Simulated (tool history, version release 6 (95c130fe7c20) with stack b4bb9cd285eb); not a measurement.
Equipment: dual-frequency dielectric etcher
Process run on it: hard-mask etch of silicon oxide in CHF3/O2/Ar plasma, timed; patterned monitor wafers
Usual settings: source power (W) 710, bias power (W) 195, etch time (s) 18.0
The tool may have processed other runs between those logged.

| run | day | source power (W) | bias power (W) | etch time (s) | wafers since the last listed run | hours since the last wet clean | hours since the last source power generator calibration | hours since the last bias power generator calibration | hours since the last upper electrode change | hours since the gauge calibration | read-back reference wafer on the same gauge, depth_nm | mean etch depth across the wafer (Å) |
|---|---|---|---|---|---|---|---|---|---|---|---|---|
| 1 | 0.000 | 710 | 195 | 18.0 | 0 | 306.5 | 4818.9 | 2494.9 | 2512.6 | 285.1 | 43.20 | 437.9 |
| 2 | 0.533 | 710 | 195 | 18.0 | 188 | 319.3 | 4831.7 | 2507.7 | 2525.4 | 297.9 | 43.19 | 431.0 |
| 3 | 0.904 | 710 | 195 | 18.0 | 130 | 328.2 | 4840.6 | 2516.6 | 2534.3 | 306.8 | 43.17 | 434.8 |
| 4 | 1.167 | 710 | 195 | 18.0 | 92 | 334.5 | 4846.9 | 2522.9 | 2540.6 | 313.1 | 43.29 | 435.2 |
|  | 1.596 | source power generator calibrated |
| 5 | 1.754 | 710 | 195 | 18.0 | 148 | 348.6 | 3.8 | 2537.0 | 2554.7 | 327.2 | 43.12 | 438.0 |
| 6 | 2.162 | 710 | 195 | 18.0 | 144 | 358.4 | 13.6 | 2546.8 | 2564.5 | 337.0 | 43.23 | 441.5 |
| 7 | 2.600 | 710 | 195 | 18.0 | 154 | 368.9 | 24.1 | 2557.3 | 2575.0 | 347.5 | 43.32 | 435.7 |
| 8 | 3.029 | 710 | 195 | 18.0 | 151 | 379.2 | 34.4 | 2567.6 | 2585.3 | 357.8 | 43.24 | 440.6 |
|  | 3.779 | bias power generator calibrated |
|  | 4.133 | gauge calibrated |
|  | 4.525 | upper electrode replaced |
| 9 | 4.546 | 790 | 215 | 20.0 | 212 | 415.6 | 70.8 | 18.4 | 0.5 | 9.9 | 43.14 | 525.2 |
| 10 | 4.562 | 710 | 234 | 15.0 | 5 | 416.0 | 71.2 | 18.8 | 0.9 | 10.3 | 43.21 | 393.8 |
| 11 | 4.775 | 790 | 149 | 21.5 | 75 | 421.1 | 76.3 | 23.9 | 6.0 | 15.4 | 43.27 | 502.1 |
| 12 | 5.404 | 540 | 232 | 23.5 | 222 | 436.2 | 91.4 | 39.0 | 21.1 | 30.5 | 43.24 | 557.0 |
|  | 6.625 | wet clean of the chamber |
| 13 | 6.646 | 710 | 173 | 18.0 | 85 | 0.5 | 121.2 | 68.8 | 50.9 | 60.3 | 43.10 | 410.0 |
| 14 | 6.658 | 710 | 195 | 18.0 | 4 | 0.8 | 121.5 | 69.1 | 51.2 | 60.6 | 43.18 | 432.9 |
| 15 | 6.671 | 710 | 195 | 18.0 | 4 | 1.1 | 121.8 | 69.4 | 51.5 | 60.9 | 43.29 | 427.7 |
| 16 | 7.188 | 840 | 227 | 18.0 | 182 | 13.5 | 134.2 | 81.8 | 63.9 | 73.3 | 43.18 | 486.1 |
| 17 | 7.725 | 710 | 149 | 22.5 | 189 | 26.4 | 147.1 | 94.7 | 76.8 | 86.2 | 43.25 | 483.0 |
| 18 | 8.129 | 590 | 151 | 21.0 | 142 | 36.1 | 156.8 | 104.4 | 86.5 | 95.9 | 43.14 | 424.6 |
| 19 | 8.704 | 710 | 175 | 18.0 | 203 | 49.9 | 170.6 | 118.2 | 100.3 | 109.7 | 43.15 | 413.4 |
| 20 | 9.346 | 710 | 195 | 18.0 | 226 | 65.3 | 186.0 | 133.6 | 115.7 | 125.1 | 43.21 | 433.1 |
| 21 | 9.658 | 870 | 242 | 13.5 | 110 | 72.8 | 193.5 | 141.1 | 123.2 | 132.6 | 43.13 | 377.7 |
| 22 | 9.946 | 840 | 195 | 18.0 | 101 | 79.7 | 200.4 | 148.0 | 130.1 | 139.5 | 43.28 | 456.9 |
| 23 | 10.275 | 780 | 154 | 23.0 | 116 | 87.6 | 208.3 | 155.9 | 138.0 | 147.4 | 43.24 | 526.4 |
| 24 | 10.867 | 710 | 195 | 18.0 | 208 | 101.8 | 222.5 | 170.1 | 152.2 | 161.6 | 43.24 | 433.3 |
| 25 | 11.454 | 780 | 241 | 12.5 | 207 | 115.9 | 236.6 | 184.2 | 166.3 | 175.7 | 43.24 | 335.5 |
| 26 | 11.942 | 870 | 195 | 14.0 | 172 | 127.6 | 248.3 | 195.9 | 178.0 | 187.4 | 43.19 | 362.6 |
| 27 | 12.492 | 710 | 195 | 14.0 | 194 | 140.8 | 261.5 | 209.1 | 191.2 | 200.6 | 43.27 | 337.5 |
| 28 | 13.083 | 570 | 195 | 21.5 | 208 | 155.0 | 275.7 | 223.3 | 205.4 | 214.8 | 43.29 | 478.6 |
| 29 | 13.642 | 770 | 195 | 16.0 | 197 | 168.4 | 289.1 | 236.7 | 218.8 | 228.2 | 43.24 | 400.5 |
| 30 | 14.283 | 710 | 195 | 18.0 | 226 | 183.8 | 304.5 | 252.1 | 234.2 | 243.6 | 43.25 | 437.7 |

Across each entry between runs, compare the hidden state at the last listed run before it with the hidden state at the first listed run after it:
In the gap between runs 4 and 5: source power generator calibrated (day 1.596)
  etch rate over this chamber's usual, %: 2.04 -> 2.18
  difference, measured minus the result without the unlogged condition, mean etch depth across the wafer (Å): +8.7 -> +9.3
In the gap between runs 8 and 9: bias power generator calibrated (day 3.779); gauge calibrated (day 4.133); upper electrode replaced (day 4.525)
  etch rate over this chamber's usual, %: 2.46 -> 2.8
  difference, measured minus the result without the unlogged condition, mean etch depth across the wafer (Å): +10.6 -> +14.3
In the gap between runs 12 and 13: wet clean of the chamber (day 6.625)
  etch rate over this chamber's usual, %: 3 -> -0.19
  difference, measured minus the result without the unlogged condition, mean etch depth across the wafer (Å): +16.2 -> -0.8

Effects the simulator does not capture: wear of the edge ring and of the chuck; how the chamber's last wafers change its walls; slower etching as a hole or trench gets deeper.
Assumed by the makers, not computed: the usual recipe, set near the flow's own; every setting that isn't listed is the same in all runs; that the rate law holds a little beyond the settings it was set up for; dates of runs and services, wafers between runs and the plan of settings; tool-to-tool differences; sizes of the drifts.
